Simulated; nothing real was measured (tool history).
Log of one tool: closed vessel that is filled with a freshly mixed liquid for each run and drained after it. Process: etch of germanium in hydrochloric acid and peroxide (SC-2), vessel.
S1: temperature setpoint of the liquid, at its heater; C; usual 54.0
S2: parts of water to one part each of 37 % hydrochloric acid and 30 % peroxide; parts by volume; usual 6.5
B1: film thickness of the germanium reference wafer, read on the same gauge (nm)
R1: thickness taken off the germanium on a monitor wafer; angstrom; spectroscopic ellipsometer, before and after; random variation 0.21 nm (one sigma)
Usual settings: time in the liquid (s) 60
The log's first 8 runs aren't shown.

At day 6.612: chemicals flow meter replaced.
Run 9, day 7.196: usual settings but S2 5.5 parts by volume; B1 29.98. Result: R1 1014.9 angstrom.
Run 10, day 8.371: usual settings; B1 29.99. Result: R1 1006.9 angstrom.
Run 11, day 9.392: usual settings; B1 29.97. Result: R1 1008.4 angstrom.
At day 9.600: thermometer replaced.
Run 12, day 10.550: usual settings but S1 57.0 C, S2 5.5 parts by volume, time in the liquid (s) 45; B1 30.02. Result: R1 859.2 angstrom.
Run 13, day 11.475: usual settings; B1 30.02. Result: R1 1042.2 angstrom.
Run 14, day 12.212: usual settings but S1 44.5 C, S2 7.5 parts by volume; B1 30.00. Result: R1 758.7 angstrom.
At day 12.771: gauge calibrated.
Run 15, day 13.708: usual settings but S1 64.0 C; B1 30.00. Result: R1 1393.0 angstrom.
Run 16, day 14.942: usual settings but S2 4.0 parts by volume, time in the liquid (s) 30; B1 30.00. Result: R1 527.1 angstrom.
Run 17, day 15.671: usual settings but S1 57.0 C; B1 29.97. Result: R1 1137.9 angstrom.
Run 18, day 16.525: usual settings but S1 63.5 C, time in the liquid (s) 40; B1 30.01. Result: R1 920.1 angstrom.
Run 19, day 17.842: usual settings but time in the liquid (s) 35; B1 29.97. Result: R1 600.2 angstrom.
Run 20, day 19.012: usual settings; B1 29.99. Result: R1 1033.0 angstrom.
Run 21, day 20.004: usual settings but S1 47.5 C, S2 5.5 parts by volume, time in the liquid (s) 50; B1 29.98. Result: R1 706.8 angstrom.
Run 22, day 20.588: usual settings but S1 47.5 C, S2 8.5 parts by volume, time in the liquid (s) 40; B1 30.00. Result: R1 549.2 angstrom.
At day 21.158: new drum of peroxide connected.
Run 23, day 21.521: usual settings but S1 59.5 C; B1 30.01. Result: R1 1228.4 angstrom.
Run 24, day 22.238: usual settings but time in the liquid (s) 80; B1 30.00. Result: R1 1380.3 angstrom.

Forecast run 25:
Run 25, day 23.458: usual settings but S1 49.0 C, S2 5.5 parts by volume, time in the liquid (s) 70; B1 ?. Result: R1 ?.

{"run 25": {"B1": 30.01, "R1": 1041.0}}
Without the tool's hidden state the same run would have given R1 1052.7 angstrom.
